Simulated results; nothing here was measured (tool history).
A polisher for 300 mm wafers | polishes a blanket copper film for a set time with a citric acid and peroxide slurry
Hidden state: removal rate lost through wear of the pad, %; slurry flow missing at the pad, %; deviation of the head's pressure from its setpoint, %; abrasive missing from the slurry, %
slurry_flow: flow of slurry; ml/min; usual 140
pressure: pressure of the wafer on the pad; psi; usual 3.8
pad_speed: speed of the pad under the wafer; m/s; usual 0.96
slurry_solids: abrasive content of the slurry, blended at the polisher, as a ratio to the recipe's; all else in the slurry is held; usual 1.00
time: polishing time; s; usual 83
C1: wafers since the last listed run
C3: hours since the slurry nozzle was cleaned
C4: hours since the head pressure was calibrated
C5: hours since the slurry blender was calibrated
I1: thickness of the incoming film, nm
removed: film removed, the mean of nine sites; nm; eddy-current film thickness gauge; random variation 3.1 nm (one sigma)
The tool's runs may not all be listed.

Run 1, day 0.000: usual settings; C1 0; wafers polished on this pad 264; C3 343.5; C4 50.4; C5 64.6; I1 638.4. Result: removed 224.5 nm.
Run 2, day 0.596: usual settings; C1 157; wafers polished on this pad 421; C3 357.8; C4 64.7; C5 78.9; I1 649.6. Result: removed 214.2 nm.
Run 3, day 0.904: usual settings; C1 81; wafers polished on this pad 503; C3 365.2; C4 72.1; C5 86.3; I1 648.2. Result: removed 211.3 nm.
Run 4, day 1.217: usual settings; C1 82; wafers polished on this pad 585; C3 372.7; C4 79.6; C5 93.8; I1 638.8. Result: removed 219.9 nm.
Run 5, day 1.725: usual settings but pressure 4.4 psi; C1 134; wafers polished on this pad 720; C3 384.9; C4 91.8; C5 106.0; I1 641.8. Result: removed 247.4 nm.
Run 6, day 2.350: usual settings but pressure 4.4 psi; C1 165; wafers polished on this pad 885; C3 399.9; C4 106.8; C5 121.0; I1 636.0. Result: removed 247.7 nm.
Run 7, day 2.667: usual settings; C1 83; wafers polished on this pad 969; C3 407.5; C4 114.4; C5 128.6; I1 649.6. Result: removed 213.0 nm.
At day 3.058: worn pad replaced by a new one.
Run 8, day 3.233: usual settings; C1 105; wafers polished on this pad 45; C3 421.1; C4 128.0; C5 142.2; I1 648.3. Result: removed 211.6 nm.
Run 9, day 3.662: usual settings; C1 113; wafers polished on this pad 159; C3 431.4; C4 138.3; C5 152.5; I1 637.2. Result: removed 208.1 nm.
Run 10, day 4.167: usual settings; C1 133; wafers polished on this pad 292; C3 443.5; C4 150.4; C5 164.6; I1 661.2. Result: removed 214.7 nm.
Run 11, day 4.546: usual settings; C1 100; wafers polished on this pad 392; C3 452.6; C4 159.5; C5 173.7; I1 654.0. Result: removed 210.1 nm.
Run 12, day 5.217: usual settings; C1 177; wafers polished on this pad 570; C3 468.7; C4 175.6; C5 189.8; I1 649.0. Result: removed 207.5 nm.
Run 13, day 5.529: usual settings; C1 82; wafers polished on this pad 652; C3 476.2; C4 183.1; C5 197.3; I1 653.1. Result: removed 206.1 nm.
Run 14, day 6.042: usual settings but pressure 3.4 psi; C1 135; wafers polished on this pad 788; C3 488.5; C4 195.4; C5 209.6; I1 648.2. Result: removed 189.3 nm.
At day 6.375: slurry blender recalibrated.
Run 15, day 6.658: usual settings but slurry_flow 180 ml/min, pad_speed 0.84 m/s, slurry_solids 0.75; C1 140; wafers polished on this pad 929; C3 503.3; C4 210.2; C5 6.8; I1 637.0. Result: removed 200.1 nm.
At day 6.854: worn pad replaced by a new one.
Run 16, day 7.204: usual settings but pressure 4.3 psi, pad_speed 1.20 m/s, slurry_solids 1.30; C1 100; wafers polished on this pad 92; C3 516.4; C4 223.3; C5 19.9; I1 648.7. Result: removed 309.8 nm.
At day 7.429: slurry nozzle cleaned.
Run 17, day 7.708: usual settings but slurry_flow 100 ml/min, pressure 4.8 psi, pad_speed 1.10 m/s, slurry_solids 0.90; C1 122; wafers polished on this pad 214; C3 6.7; C4 235.4; C5 32.0; I1 650.9. Result: removed 280.3 nm.
Run 18, day 8.229: usual settings but slurry_flow 185 ml/min, pressure 4.7 psi, slurry_solids 1.15, time 98 s; C1 137; wafers polished on this pad 352; C3 19.2; C4 247.9; C5 44.5; I1 657.3. Result: removed 347.1 nm.
Run 19, day 10.025: usual settings but slurry_flow 180 ml/min, slurry_solids 0.75; C1 474; wafers polished on this pad 827; C3 62.3; C4 291.0; C5 87.6; I1 650.7. Result: removed 217.7 nm.
At day 10.342: worn pad replaced by a new one, of another model than before.
Run 20, day 10.746: usual settings but slurry_flow 120 ml/min; C1 146; wafers polished on this pad 106; C3 79.6; C4 308.3; C5 104.9; I1 661.0. Result: removed 205.4 nm.
At day 10.929: head pressure recalibrated.
Run 21, day 11.408: usual settings; C1 153; wafers polished on this pad 259; C3 95.5; C4 11.5; C5 120.8; I1 655.1. Result: removed 219.3 nm.
Run 22, day 11.879: usual settings; C1 124; wafers polished on this pad 384; C3 106.8; C4 22.8; C5 132.1; I1 636.6. Result: removed 212.3 nm.
Run 23, day 12.504: usual settings but pressure 3.4 psi, time 64 s; C1 165; wafers polished on this pad 549; C3 121.8; C4 37.8; C5 147.1; I1 651.0. Result: removed 149.0 nm.
Run 24, day 12.779: usual settings but time 75 s; C1 72; wafers polished on this pad 622; C3 128.4; C4 44.4; C5 153.7; I1 648.5. Result: removed 191.0 nm.
Run 25, day 13.429: usual settings but slurry_flow 125 ml/min, pad_speed 1.06 m/s; C1 171; wafers polished on this pad 793; C3 144.0; C4 60.0; C5 169.3; I1 651.9. Result: removed 225.9 nm.
Run 26, day 14.075: usual settings; C1 170; wafers polished on this pad 964; C3 159.5; C4 75.5; C5 184.8; I1 661.8. Result: removed 212.5 nm.

Forecast each of these 3 alternatives for the next run:
Run A, day 14.092: usual settings; C1 4; wafers polished on this pad 968; C3 159.9; C4 75.9; C5 185.2; I1 651.5. Result: removed ?.
Run B, day 14.092: usual settings but slurry_flow 180 ml/min, pressure 5.1 psi, pad_speed 1.26 m/s, slurry_solids 0.90; C1 4; wafers polished on this pad 968; C3 159.9; C4 75.9; C5 185.2; I1 651.5. Result: removed ?.
Run C, day 14.092: usual settings but time 91 s; C1 4; wafers polished on this pad 968; C3 159.9; C4 75.9; C5 185.2; I1 651.5. Result: removed ?.

run  removed
  A    209.5
  B    359.5
  C    229.7
Without the tool's hidden state the same runs would have given:
run  removed
  A    218.3
  B    374.4
  C    239.3
